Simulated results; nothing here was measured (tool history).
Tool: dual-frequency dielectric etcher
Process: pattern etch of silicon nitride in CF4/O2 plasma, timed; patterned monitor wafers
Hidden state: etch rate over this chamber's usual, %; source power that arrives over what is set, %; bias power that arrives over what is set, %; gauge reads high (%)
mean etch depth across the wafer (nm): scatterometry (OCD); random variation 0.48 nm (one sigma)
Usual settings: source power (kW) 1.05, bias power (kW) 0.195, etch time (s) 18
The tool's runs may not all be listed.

run,hour,source power (kW),bias power (kW),etch time (s),wafers since the last listed run,hours since the last wet clean,hours since the last source power generator calibration,hours since the last bias power generator calibration,hours since the last upper electrode change,hours since the gauge calibration,"read-back reference wafer on the same gauge, depth_nm",mean etch depth across the wafer (nm)
1,0,1.05,0.195,18,0,445.9,4300.9,4230.5,956.1,463.6,61.9,73.1
# hour 21.9: wet clean of the chamber
2,50.5,1.05,0.195,18,693,28.6,4351.4,4281,1006.6,514.1,61.9,71.2
3,157,1.05,0.195,18,2580,135.1,4457.9,4387.5,1113.1,620.6,61.9,71.3
4,212.3,1.05,0.195,18,1340,190.4,4513.2,4442.8,1168.4,675.9,61.9,72.1
5,312.8,1.2,0.195,18,2435,290.9,4613.7,4543.3,1268.9,776.4,61.8,81.6
6,362.8,1.05,0.195,18,1211,340.9,4663.7,4593.3,1318.9,826.4,61.9,73.1
7,405.3,1.05,0.195,18,1029,383.4,4706.2,4635.8,1361.4,868.9,61.9,72.6
8,497.7,1.05,0.195,18,2239,475.8,4798.6,4728.2,1453.8,961.3,61.9,73.4
9,560.9,1.05,0.195,18,1531,539,4861.8,4791.4,1517,1024.5,61.9,73.7
# hour 615.3: wet clean of the chamber
10,618.5,1.05,0.195,18,814,3.2,4919.4,4849,1574.6,1082.1,61.9,71.6
11,676.7,1.05,0.195,18,1410,61.4,4977.6,4907.2,1632.8,1140.3,61.9,71.3
12,741.6,0.88,0.195,18,1572,126.3,5042.5,4972.1,1697.7,1205.2,61.9,60
13,824,0.88,0.195,18,1996,208.7,5124.9,5054.5,1780.1,1287.6,61.9,60.5
# hour 891: gauge calibrated
14,896.3,0.8,0.175,16,1752,281,5197.2,5126.8,1852.4,5.3,61.9,47.7
15,1002.9,1.05,0.195,18,2583,387.6,5303.8,5233.4,1959,111.9,62,73.3
# hour 1068.8: source power generator calibrated
# hour 1131.5: upper electrode replaced
16,1132,0.8,0.195,18,2450,516.7,63.2,5362.5,0.5,241,61.9,56.6
# hour 1186.8: wet clean of the chamber
17,1187.3,1.17,0.195,18,758,0.5,118.5,5417.8,55.8,296.3,61.9,79.3
# hour 1205: bias power generator calibrated
18,1228.5,1.05,0.195,18,901,41.7,159.7,23.5,97,337.5,61.9,70.9
19,1268,1.05,0.195,14.5,957,81.2,199.2,63,136.5,377,61.9,57.5
20,1326.1,1.18,0.172,15.5,1408,139.3,257.3,121.1,194.6,435.1,61.9,65.6
21,1422.3,0.94,0.18,13.5,2331,235.5,353.5,217.3,290.8,531.3,61.9,47.5

Forecast run 22:
22,1484.3,0.82,0.195,13.5,1502,297.5,415.5,279.3,352.8,593.3,?,?

read-back reference wafer on the same gauge, depth_nm: 61.9
mean etch depth across the wafer (nm): 42.9
Without the tool's hidden state the same run would have given mean etch depth across the wafer (nm) 41.7.

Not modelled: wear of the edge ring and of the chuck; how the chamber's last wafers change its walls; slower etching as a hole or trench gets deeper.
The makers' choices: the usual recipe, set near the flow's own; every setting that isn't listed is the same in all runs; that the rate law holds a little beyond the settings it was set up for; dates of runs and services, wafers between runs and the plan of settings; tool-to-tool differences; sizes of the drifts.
